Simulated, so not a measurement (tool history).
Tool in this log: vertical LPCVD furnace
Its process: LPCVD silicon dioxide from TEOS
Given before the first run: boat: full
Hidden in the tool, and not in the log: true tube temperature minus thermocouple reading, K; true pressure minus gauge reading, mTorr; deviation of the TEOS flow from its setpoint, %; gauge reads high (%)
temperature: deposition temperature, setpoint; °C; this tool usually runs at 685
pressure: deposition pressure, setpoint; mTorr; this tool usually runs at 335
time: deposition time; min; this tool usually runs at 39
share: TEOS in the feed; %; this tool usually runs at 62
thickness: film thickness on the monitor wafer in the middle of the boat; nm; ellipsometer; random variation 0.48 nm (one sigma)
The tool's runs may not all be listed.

run    hour  temperature  pressure  time  share  wafers since the last listed run  hours since the last temperature calibration  hours since the pressure gauge was zeroed  hours since the TEOS flow controller was replaced  hours since the gauge calibration  read-back reference wafer on the same gauge, thickness  thickness
  1       0          685       335    39     66                                 0                                           610                                       3131                                             2769.8                              872.6                                                  241.95     219.14
  2    80.5          681       335  32.5     62                              1421                                         690.5                                     3211.5                                             2850.3                              953.1                                                  242.18     161.19
  3   174.6          681       335  32.5     62                              1662                                         784.6                                     3305.6                                             2944.4                             1047.2                                                  241.98     161.94
  4   252.7          685       335    39     69                              1379                                         862.7                                     3383.7                                             3022.5                             1125.3                                                  242.05     225.06
  5   329.9          685       335    39     69                              1363                                         939.9                                     3460.9                                             3099.7                             1202.5                                                  242.01     225.87
  6   376.5          685       335    39     62                               823                                         986.5                                     3507.5                                             3146.3                             1249.1                                                     242     213.44
  7   442.1          685       335    39     62                              1158                                        1052.1                                     3573.1                                             3211.9                             1314.7                                                  242.08     214.21
  8   490.8          689       335    39     62                               860                                        1100.8                                     3621.8                                             3260.6                             1363.4                                                  241.92     235.54
  9   559.6          689       335    39     62                              1215                                        1169.6                                     3690.6                                             3329.4                             1432.2                                                  241.89     236.32
 10   633.1          685       335    39     62                              1298                                        1243.1                                     3764.1                                             3402.9                             1505.7                                                  242.04     215.61
 11   709.8          685       335    35     62                              1354                                        1319.8                                     3840.8                                             3479.6                             1582.4                                                  242.03     192.64
 12   816.3          685       335    35     62                              1881                                        1426.3                                     3947.3                                             3586.1                             1688.9                                                  241.99     193.17
 13   913.8          690       335    39     62                              1722                                        1523.8                                     4044.8                                             3683.6                             1786.4                                                  241.97     243.15
 14   979.5          685       335    39     74                              1160                                        1589.5                                     4110.5                                             3749.3                             1852.1                                                  242.02     235.69
 15  1058.4          685       395    39     62                              1393                                        1668.4                                     4189.4                                             3828.2                               1931                                                  241.97     234.13
 16  1114.2          678       285    39     73                               985                                        1724.2                                     4245.2                                               3884                             1986.8                                                  242.01     183.05
 17    1186          690       250  29.5     73                              1268                                          1796                                       4317                                             3955.8                             2058.6                                                  241.94     173.63
     1365.8  -- thermocouples replaced and temperature profile calibrated
     1368.5  -- TEOS flow controller replaced
 18  1494.1          692       370    52     57                              4971                                         128.3                                     4625.1                                              125.6                             2366.7                                                  241.97      336.9
       1572  -- gauge calibrated
     1588.5  -- pressure gauge zeroed
 19    1589          685       335    39     62                              1252                                         223.2                                        0.5                                              220.5                                 17                                                  242.01     208.75
 20  1641.8          685       410  44.5     67                               932                                           276                                       53.3                                              273.3                               69.8                                                  241.97     272.15
 21  1743.8          689       335  43.5     62                              1801                                           378                                      155.3                                              375.3                              171.8                                                  241.86     255.62
 22  1847.9          685       335    39     62                              1838                                         482.1                                      259.4                                              479.4                              275.9                                                  242.08     208.67
 23  1933.9          685       335  53.5     62                              1519                                         568.1                                      345.4                                              565.4                              361.9                                                  242.15     285.88
 24  1972.3          685       285  51.5     57                               678                                         606.5                                      383.8                                              603.8                              400.3                                                  241.94     244.19
 25  2037.9          693       380    27     70                              1158                                         672.1                                      449.4                                              669.4                              465.9                                                  242.07     198.44
 26  2121.4          676       390    51     69                              1474                                         755.6                                      532.9                                              752.9                              549.4                                                  241.95     251.26
 27  2165.9          685       410  44.5     67                               786                                         800.1                                      577.4                                              797.4                              593.9                                                  241.92     276.14

Same runs, no hidden state in the tool, same run-to-run variation:
run  thickness
  1     213.16
  2     156.69
  3     157.29
  4     218.45
  5     219.07
  6     206.91
  7     207.52
  8     228.07
  9     228.64
 10      208.4
 11     186.02
 12     186.27
 13     234.16
 14     226.72
 15     225.83
 16     174.88
 17     165.06
 18     328.64
 19     208.47
 20      271.6
 21     254.53
 22     207.37
 23     283.64
 24     241.83
 25     196.69
 26      248.7
 27     273.24
